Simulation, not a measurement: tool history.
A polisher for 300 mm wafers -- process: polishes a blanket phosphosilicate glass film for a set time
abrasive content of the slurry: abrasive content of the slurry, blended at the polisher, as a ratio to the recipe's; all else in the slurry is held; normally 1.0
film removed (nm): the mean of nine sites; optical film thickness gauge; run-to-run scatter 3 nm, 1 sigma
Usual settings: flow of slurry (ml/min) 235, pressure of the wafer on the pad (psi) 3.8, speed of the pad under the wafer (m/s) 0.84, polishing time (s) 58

| run | day | flow of slurry (ml/min) | pressure of the wafer on the pad (psi) | speed of the pad under the wafer (m/s) | abrasive content of the slurry | polishing time (s) | wafers since the last listed run | wafers polished on this pad | hours since the slurry nozzle was cleaned | hours since the head pressure was calibrated | hours since the slurry blender was calibrated | hours since the conditioning disc was replaced | incoming thickness of the incoming film, nm | film removed (nm) |
|---|---|---|---|---|---|---|---|---|---|---|---|---|---|---|
| 1 | 0.000 | 235 | 4.2 | 0.70 | 1.2 | 45 | 0 | 2490 | 421.7 | 1399.0 | 557.0 | 202.6 | 4462.9 | 303.3 |
| 2 | 1.079 | 235 | 3.2 | 0.94 | 1.0 | 58 | 245 | 2735 | 447.6 | 1424.9 | 582.9 | 228.5 | 4505.0 | 375.5 |
|  | 2.033 | slurry blender recalibrated |
| 3 | 3.933 | 270 | 3.4 | 0.84 | 0.8 | 58 | 629 | 3365 | 516.1 | 1493.4 | 45.6 | 297.0 | 4596.2 | 374.6 |
| 4 | 5.258 | 235 | 2.8 | 0.72 | 1.0 | 42 | 301 | 3666 | 547.9 | 1525.2 | 77.4 | 328.8 | 4533.7 | 233.6 |
|  | 7.058 | head pressure recalibrated |
| 5 | 8.246 | 235 | 3.8 | 0.84 | 1.0 | 58 | 660 | 4326 | 619.6 | 28.5 | 149.1 | 400.5 | 4487.0 | 438.6 |
| 6 | 9.675 | 275 | 3.8 | 0.84 | 1.0 | 58 | 324 | 4651 | 653.9 | 62.8 | 183.4 | 434.8 | 4465.1 | 447.2 |
|  | 10.629 | slurry nozzle cleaned |
| 7 | 12.162 | 235 | 3.8 | 1.06 | 1.0 | 75 | 555 | 5207 | 36.8 | 122.5 | 243.1 | 494.5 | 4544.1 | 680.4 |
|  | 13.575 | worn pad replaced by a new one |
|  | 13.592 | conditioning disc replaced and pad reconditioned |
| 8 | 15.096 | 235 | 3.8 | 0.84 | 1.0 | 58 | 624 | 341 | 107.2 | 192.9 | 313.5 | 36.1 | 4476.8 | 425.4 |
| 9 | 17.442 | 235 | 3.8 | 0.84 | 1.0 | 43 | 533 | 875 | 163.5 | 249.2 | 369.8 | 92.4 | 4510.4 | 313.7 |
| 10 | 19.162 | 235 | 3.8 | 0.84 | 1.0 | 58 | 391 | 1266 | 204.8 | 290.5 | 411.1 | 133.7 | 4485.9 | 423.9 |
| 11 | 21.883 | 200 | 3.8 | 0.68 | 1.0 | 58 | 618 | 1884 | 270.1 | 355.8 | 476.4 | 199.0 | 4522.8 | 343.9 |
| 12 | 22.892 | 235 | 3.8 | 0.84 | 1.0 | 58 | 229 | 2113 | 294.3 | 380.0 | 500.6 | 223.2 | 4508.0 | 410.3 |
|  | 23.679 | slurry blender recalibrated |
| 13 | 25.188 | 195 | 4.7 | 0.84 | 1.3 | 50 | 502 | 2616 | 349.4 | 435.1 | 36.2 | 278.3 | 4469.3 | 485.7 |
| 14 | 27.417 | 235 | 3.8 | 0.84 | 1.0 | 42 | 506 | 3123 | 402.9 | 488.6 | 89.7 | 331.8 | 4546.5 | 317.6 |
| 15 | 30.112 | 210 | 2.7 | 0.76 | 1.0 | 63 | 612 | 3735 | 467.6 | 553.3 | 154.4 | 396.5 | 4543.7 | 345.9 |
| 16 | 31.229 | 235 | 4.9 | 0.58 | 1.0 | 58 | 253 | 3989 | 494.4 | 580.1 | 181.2 | 423.3 | 4500.5 | 393.1 |
| 17 | 33.567 | 235 | 3.8 | 0.60 | 0.8 | 58 | 531 | 4520 | 550.5 | 636.2 | 237.3 | 479.4 | 4490.5 | 302.1 |
|  | 33.917 | conditioning disc replaced and pad reconditioned |
| 18 | 35.367 | 235 | 2.9 | 0.84 | 1.0 | 58 | 390 | 4911 | 593.7 | 679.4 | 280.5 | 34.8 | 4483.1 | 365.6 |
|  | 37.154 | worn pad replaced by a new one |
| 19 | 37.175 | 235 | 3.8 | 0.84 | 1.0 | 43 | 373 | 4 | 637.1 | 722.8 | 323.9 | 78.2 | 4526.7 | 319.4 |
|  | 39.262 | slurry nozzle cleaned |
| 20 | 39.858 | 235 | 3.8 | 0.84 | 1.1 | 51 | 600 | 604 | 14.3 | 787.2 | 388.3 | 142.6 | 4479.7 | 393.2 |
| 21 | 41.425 | 235 | 3.8 | 0.84 | 1.0 | 58 | 356 | 961 | 51.9 | 824.8 | 425.9 | 180.2 | 4534.0 | 421.3 |
|  | 45.012 | slurry blender recalibrated |
| 22 | 46.142 | 315 | 2.8 | 0.84 | 1.0 | 58 | 1053 | 2014 | 165.1 | 938.0 | 27.1 | 293.4 | 4539.6 | 376.8 |
| 23 | 48.175 | 295 | 3.8 | 0.84 | 1.0 | 58 | 462 | 2476 | 213.9 | 986.8 | 75.9 | 342.2 | 4451.7 | 454.7 |
| 24 | 49.562 | 235 | 3.8 | 0.84 | 1.2 | 58 | 315 | 2791 | 247.2 | 1020.1 | 109.2 | 375.5 | 4597.3 | 477.4 |

Alternative continuations, all from the tool just after run 24; predict every row:
| A | 49.579 | 215 | 3.8 | 0.84 | 1.0 | 58 | 3 | 2795 | 247.6 | 1020.5 | 109.6 | 375.9 | 4539.5 | ? |
| B | 49.579 | 260 | 4.2 | 0.84 | 1.2 | 58 | 3 | 2795 | 247.6 | 1020.5 | 109.6 | 375.9 | 4539.5 | ? |
| C | 49.579 | 205 | 4.6 | 0.84 | 1.0 | 58 | 3 | 2795 | 247.6 | 1020.5 | 109.6 | 375.9 | 4539.5 | ? |
| D | 49.579 | 315 | 3.8 | 1.10 | 1.0 | 39 | 3 | 2795 | 247.6 | 1020.5 | 109.6 | 375.9 | 4539.5 | ? |
| E | 49.579 | 235 | 2.7 | 0.84 | 1.0 | 58 | 3 | 2795 | 247.6 | 1020.5 | 109.6 | 375.9 | 4539.5 | ? |

| run | film removed (nm) |
|---|---|
| A | 441.8 |
| B | 521.7 |
| C | 503.4 |
| D | 382.9 |
| E | 356.8 |
Without the tool's hidden state the same runs would have given:
| run | film removed (nm) |
|---|---|
| A | 444.0 |
| B | 524.0 |
| C | 505.9 |
| D | 384.7 |
| E | 358.6 |
